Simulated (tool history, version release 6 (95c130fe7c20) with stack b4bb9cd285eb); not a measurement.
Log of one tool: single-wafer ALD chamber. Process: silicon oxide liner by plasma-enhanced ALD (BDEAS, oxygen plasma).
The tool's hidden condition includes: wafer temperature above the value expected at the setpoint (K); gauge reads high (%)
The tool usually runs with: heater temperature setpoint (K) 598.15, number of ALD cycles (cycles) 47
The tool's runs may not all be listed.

run,day,heater temperature setpoint (K),number of ALD cycles (cycles),wafers since the last listed run,hours since the last thermocouple change,hours since the gauge calibration,"read-back reference wafer on the same gauge, thickness_nm",mean film thickness on the monitor wafer (nm)
1,0.000,593.15,47,0,355.7,1639.0,3.801,4.013
2,2.229,598.15,47,438,409.2,1692.5,3.798,3.995
3,5.925,594.15,41,726,497.9,1781.2,3.799,3.499
4,9.154,594.15,41,634,575.4,1858.7,3.799,3.493
5,11.092,598.15,42,380,621.9,1905.2,3.798,3.559
6,14.112,598.15,47,593,694.4,1977.7,3.799,3.972
7,17.675,598.15,47,700,779.9,2063.2,3.802,3.992
8,20.371,598.15,47,530,844.6,2127.9,3.801,3.981
9,23.104,592.15,47,537,910.2,2193.5,3.803,4.009
10,27.462,598.15,47,856,1014.8,2298.1,3.802,4.002
11,31.492,598.15,47,792,1111.5,2394.8,3.800,3.975
12,36.588,598.15,47,1002,1233.8,2517.1,3.800,3.985
13,40.438,598.15,47,757,1326.2,2609.5,3.802,3.977
14,43.129,598.15,47,529,1390.8,2674.1,3.802,3.992
15,47.200,598.15,47,800,1488.5,2771.8,3.797,3.978
16,50.008,598.15,47,552,1555.9,2839.2,3.803,3.994
17,52.083,598.15,47,408,1605.7,2889.0,3.795,3.993
18,54.408,598.15,47,457,1661.5,2944.8,3.800,3.969
19,57.792,598.15,47,665,1742.7,3026.0,3.800,3.990
20,61.725,598.15,52,773,1837.1,3120.4,3.803,4.390
21,64.479,598.15,47,541,1903.2,3186.5,3.803,3.973
22,67.788,598.15,47,650,1982.6,3265.9,3.801,3.969
23,72.108,587.15,47,849,2086.3,3369.6,3.802,4.041
24,75.412,607.15,43,649,2165.6,3448.9,3.798,3.608
25,79.808,598.15,47,864,2271.1,3554.4,3.799,3.978
26,81.796,594.15,38,390,2318.8,3602.1,3.801,3.240
27,85.467,587.15,53,721,2406.9,3690.2,3.803,4.544
28,88.596,584.15,39,615,2482.0,3765.3,3.797,3.366
29,91.125,598.15,47,497,2542.7,3826.0,3.800,3.984
30,94.750,598.15,47,712,2629.7,3913.0,3.800,3.970
31,98.562,598.15,47,749,2721.2,4004.5,3.805,3.988
# day 102.454: gauge calibrated
32,103.038,587.15,53,879,2828.6,14.0,3.800,4.547
33,105.354,598.15,47,455,2884.2,69.6,3.800,3.996
# day 108.362: thermocouple changed; heater temperature recalibrated
34,109.596,604.15,44,768,29.6,171.4,3.799,3.707
35,113.133,586.15,43,695,114.5,256.3,3.800,3.706
36,117.442,590.15,39,847,217.9,359.7,3.801,3.334
37,119.775,589.15,39,458,273.9,415.7,3.802,3.349
38,123.458,598.15,43,724,362.3,504.1,3.800,3.640
39,125.171,603.15,47,336,403.4,545.2,3.796,3.960
40,129.542,587.15,47,859,508.3,650.1,3.799,4.045
41,132.117,598.15,47,506,570.1,711.9,3.802,3.999
42,135.333,587.15,50,632,647.3,789.1,3.802,4.314
43,138.375,592.15,54,598,720.3,862.1,3.801,4.607
44,142.650,609.15,53,840,822.9,964.7,3.798,4.426
45,144.871,589.15,47,436,876.2,1018.0,3.801,4.028
46,147.462,598.15,39,509,938.4,1080.2,3.797,3.309

What differs in the tool's unlogged condition from the final listed run ahead of each entry between runs to the first listed run following it?
In the gap between runs 31 and 32: gauge calibrated (day 102.454)
  nothing in the hidden state changes from one run to the other
In the gap between runs 33 and 34: thermocouple changed; heater temperature recalibrated (day 108.362)
  nothing in the hidden state changes from one run to the other

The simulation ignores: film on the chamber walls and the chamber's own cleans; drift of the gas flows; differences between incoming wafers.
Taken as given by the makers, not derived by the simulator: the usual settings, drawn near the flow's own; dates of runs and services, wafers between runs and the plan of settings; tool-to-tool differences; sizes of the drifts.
